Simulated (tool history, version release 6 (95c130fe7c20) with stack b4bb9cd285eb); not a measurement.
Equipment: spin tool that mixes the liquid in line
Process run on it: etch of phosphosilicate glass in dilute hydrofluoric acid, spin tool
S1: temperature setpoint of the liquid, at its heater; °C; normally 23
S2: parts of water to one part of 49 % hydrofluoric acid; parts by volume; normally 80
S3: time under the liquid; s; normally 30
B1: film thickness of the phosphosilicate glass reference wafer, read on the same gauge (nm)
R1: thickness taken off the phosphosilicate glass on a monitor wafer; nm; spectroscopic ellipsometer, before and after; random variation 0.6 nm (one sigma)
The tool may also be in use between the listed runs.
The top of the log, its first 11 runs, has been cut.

run   hour    S1  S2  S3      B1      R1
 12  138.7    20  60  20  150.01   49.24
 13  150.1    23  80  15  150.04   30.84
 14  159.7    20  55  40  149.96  108.63
     163.2  -- gauge calibrated
 15  175.1  21.5  95  50  149.99   80.48
 16  185.3    19  65  15  149.97   32.66
     195.8  -- thermometer replaced
 17  196.3    26  80  15  150.04   34.42
 18  209.5  25.5  80  30  150.01   68.02
 19  218.2  26.5  80  45  150.01  105.88
 20  236.1    19  80  30  150.01   51.08
 21  245.8    23  80  30  150.03   61.39
     265.3  -- hydrofluoric acid flow meter replaced
 22  286.3    23  40  30  149.97   128.5
 23  296.8    23  80  30  149.98   61.54
 24  311.8    23  80  30  149.98   62.11
 25  326.5    23  80  30  150.04   61.87
 26  343.7    23  95  15  150.04    25.3
 27  359.7    23  80  30  149.95   61.59
 28  366.5    23  80  30     150   63.08
 29  383.3    23  80  50  150.04  103.97
 30  400.2    23  80  30     150   61.96
 31  407.6    23  80  30  150.03   61.85
 32  420.5  26.5  80  30  149.99   71.25

Here are 5 independent what-if runs from the current tool condition. What would each one return?
  A  420.9    23   80  30   ?   ?
  B  420.9    23   50  45   ?   ?
  C  420.9  18.5  115  15   ?   ?
  D  420.9    21   45  15   ?   ?
  E  420.9  19.5   80  25   ?   ?

run      B1      R1
  A  150.04   61.76
  B  150.04  153.96
  C  150.04   17.17
  D  150.04   52.77
  E  150.04   44.56
With no hidden state in the tool, these same runs would have given:
run      R1
  A   61.76
  B  153.96
  C   17.17
  D   52.77
  E   44.56
